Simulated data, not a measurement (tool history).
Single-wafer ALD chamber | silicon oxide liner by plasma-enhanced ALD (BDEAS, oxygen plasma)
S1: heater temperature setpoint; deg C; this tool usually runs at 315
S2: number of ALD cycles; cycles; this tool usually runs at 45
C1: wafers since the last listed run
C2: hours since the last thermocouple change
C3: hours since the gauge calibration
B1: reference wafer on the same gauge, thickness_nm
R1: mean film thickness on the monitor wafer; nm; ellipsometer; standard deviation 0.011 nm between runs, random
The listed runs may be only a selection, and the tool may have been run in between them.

run 1 day=0 | S1=315 S2=45 | C1=0 C2=1645 C3=172.8 | B1=4.543 | R1=4.63
run 2 day=0.488 | S1=322 S2=45 | C1=55 C2=1656.7 C3=184.5 | B1=4.549 | R1=4.6
run 3 day=0.925 | S1=315 S2=45 | C1=49 C2=1667.2 C3=195 | B1=4.552 | R1=4.605
run 4 day=1.433 | S1=315 S2=45 | C1=57 C2=1679.4 C3=207.2 | B1=4.547 | R1=4.643
run 5 day=1.779 | S1=315 S2=45 | C1=39 C2=1687.7 C3=215.5 | B1=4.551 | R1=4.638
run 6 day=2.296 | S1=315 S2=42 | C1=58 C2=1700.1 C3=227.9 | B1=4.553 | R1=4.324
run 7 day=2.908 | S1=315 S2=42 | C1=69 C2=1714.8 C3=242.6 | B1=4.553 | R1=4.335
run 8 day=3.588 | S1=315 S2=45 | C1=76 C2=1731.1 C3=258.9 | B1=4.555 | R1=4.623
run 9 day=3.958 | S1=326 S2=38 | C1=41 C2=1740 C3=267.8 | B1=4.559 | R1=3.859
run 10 day=4.292 | S1=315 S2=41 | C1=37 C2=1748 C3=275.8 | B1=4.557 | R1=4.227
run 11 day=4.558 | S1=319 S2=45 | C1=30 C2=1754.4 C3=282.2 | B1=4.555 | R1=4.625
run 12 day=4.854 | S1=319 S2=45 | C1=33 C2=1761.5 C3=289.3 | B1=4.562 | R1=4.64
run 13 day=5.242 | S1=319 S2=45 | C1=43 C2=1770.8 C3=298.6 | B1=4.564 | R1=4.624
run 14 day=5.492 | S1=307 S2=45 | C1=28 C2=1776.8 C3=304.6 | B1=4.557 | R1=4.695
run 15 day=6.079 | S1=307 S2=45 | C1=66 C2=1790.9 C3=318.7 | B1=4.563 | R1=4.692
run 16 day=6.667 | S1=307 S2=45 | C1=66 C2=1805 C3=332.8 | B1=4.568 | R1=4.671
run 17 day=7.154 | S1=325 S2=52 | C1=55 C2=1816.7 C3=344.5 | B1=4.562 | R1=5.297
run 18 day=7.542 | S1=315 S2=38 | C1=43 C2=1826 C3=353.8 | B1=4.563 | R1=3.945
run 19 day=7.804 | S1=315 S2=54 | C1=29 C2=1832.3 C3=360.1 | B1=4.564 | R1=5.577
run 20 day=8.462 | S1=322 S2=53 | C1=74 C2=1848.1 C3=375.9 | B1=4.566 | R1=5.429
run 21 day=8.975 | S1=315 S2=39 | C1=57 C2=1860.4 C3=388.2 | B1=4.565 | R1=4.039
-- day=9.354 gauge calibrated
-- day=9.475 thermocouple changed; heater temperature recalibrated
run 22 day=9.558 | S1=301 S2=45 | C1=28 C2=2 C3=4.9 | B1=4.484 | R1=4.645
run 23 day=10.038 | S1=329 S2=49 | C1=54 C2=13.5 C3=16.4 | B1=4.49 | R1=4.898
run 24 day=10.392 | S1=303 S2=50 | C1=40 C2=22 C3=24.9 | B1=4.496 | R1=5.154
run 25 day=10.938 | S1=328 S2=48 | C1=61 C2=35.1 C3=38 | B1=4.499 | R1=4.797
run 26 day=11.483 | S1=315 S2=40 | C1=61 C2=48.2 C3=51.1 | B1=4.501 | R1=4.067
run 27 day=11.829 | S1=304 S2=51 | C1=39 C2=56.5 C3=59.4 | B1=4.507 | R1=5.246
run 28 day=12.179 | S1=328 S2=39 | C1=39 C2=64.9 C3=67.8 | B1=4.512 | R1=3.915
run 29 day=12.8 | S1=315 S2=45 | C1=70 C2=79.8 C3=82.7 | B1=4.517 | R1=4.601
run 30 day=13.492 | S1=315 S2=45 | C1=78 C2=96.4 C3=99.3 | B1=4.518 | R1=4.605
run 31 day=14.196 | S1=329 S2=41 | C1=79 C2=113.3 C3=116.2 | B1=4.519 | R1=4.127
run 32 day=14.812 | S1=315 S2=45 | C1=69 C2=128.1 C3=131 | B1=4.529 | R1=4.597
run 33 day=15.108 | S1=326 S2=49 | C1=33 C2=135.2 C3=138.1 | B1=4.526 | R1=4.971
run 34 day=15.6 | S1=310 S2=52 | C1=55 C2=147 C3=149.9 | B1=4.536 | R1=5.354
run 35 day=16.004 | S1=302 S2=47 | C1=45 C2=156.7 C3=159.6 | B1=4.537 | R1=4.904
run 36 day=16.258 | S1=326 S2=45 | C1=28 C2=162.8 C3=165.7 | B1=4.536 | R1=4.563

Below, some changes in R1 between adjacent runs. For each, the amount present without the hidden state too (settings, incoming material, random variation) and the amount remaining for the hidden state with gauge scatter not shared by both compared results:
What the log doesn't record here: wafer temperature above the value expected at the setpoint (K); gauge reads high (%).
Run 17 -> 18: S1 325 -> 315, S2 52 -> 38. R1 -1.352 nm: hidden state -0.024, all else -1.328.
Run 18 -> 19: S2 38 -> 54. R1 +1.632 nm: hidden state +0.03, all else +1.602.
Run 20 -> 21: S1 322 -> 315, S2 53 -> 39. R1 -1.39 nm: hidden state -0.025, all else -1.365.
Run 21 -> 22: S1 315 -> 301, S2 39 -> 45, gauge calibrated, thermocouple changed; heater temperature recalibrated. R1 +0.606 nm: hidden state -0.072, all else +0.678.
